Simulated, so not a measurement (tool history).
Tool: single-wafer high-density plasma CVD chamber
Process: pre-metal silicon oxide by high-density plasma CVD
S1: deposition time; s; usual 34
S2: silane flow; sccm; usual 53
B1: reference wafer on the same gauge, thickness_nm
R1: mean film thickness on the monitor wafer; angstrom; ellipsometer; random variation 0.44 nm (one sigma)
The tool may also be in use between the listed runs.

run	hour	S1	S2	B1	R1
1	0	34	53	189.044	1969.45
2	59.9	34	53	188.999	1965.28
3	90.8	34	46	189.065	1710.33
4	139.1	34	46	189.066	1714.61
5	172.3	32.4	53	188.947	1877.89
6	236.7	32.4	53	188.964	1878.82
7	294.3	29.3	49	188.915	1569.47
8	349.5	29.3	49	189.075	1571.64
9	389.8	29.3	49	189.145	1575.59
10	456.9	34	45	189.043	1681.16
# hour 464.5: gauge calibrated
11	492.8	40	61	188.997	2679.97
12	525.2	34	53	188.986	1975.07
13	569	30.6	44	188.876	1479.27
# hour 603.8: silane flow controller replaced
14	629.6	39.6	48	188.999	1942.25
15	685.5	34	49	188.891	1712.91
16	754.6	34	53	188.843	1854.37
17	808.5	34	57	189.088	2002.11
18	911.2	27.7	44	188.952	1255.56
19	946	34	53	189.069	1858.06

4 ways to go on from here, each from the tool as it stands after run 19. What would each give?
A	946.4	34	53	?	?
B	946.4	37.5	50	?	?
C	946.4	34	63	?	?
D	946.4	35.8	48	?	?

run	B1	R1
A	188.976	1850.38
B	188.976	1925.34
C	188.976	2199.5
D	188.976	1764.53
Without the tool's hidden state the same runs would have given:
run	R1
A	1852.14
B	1927.17
C	2201.6
D	1766.21
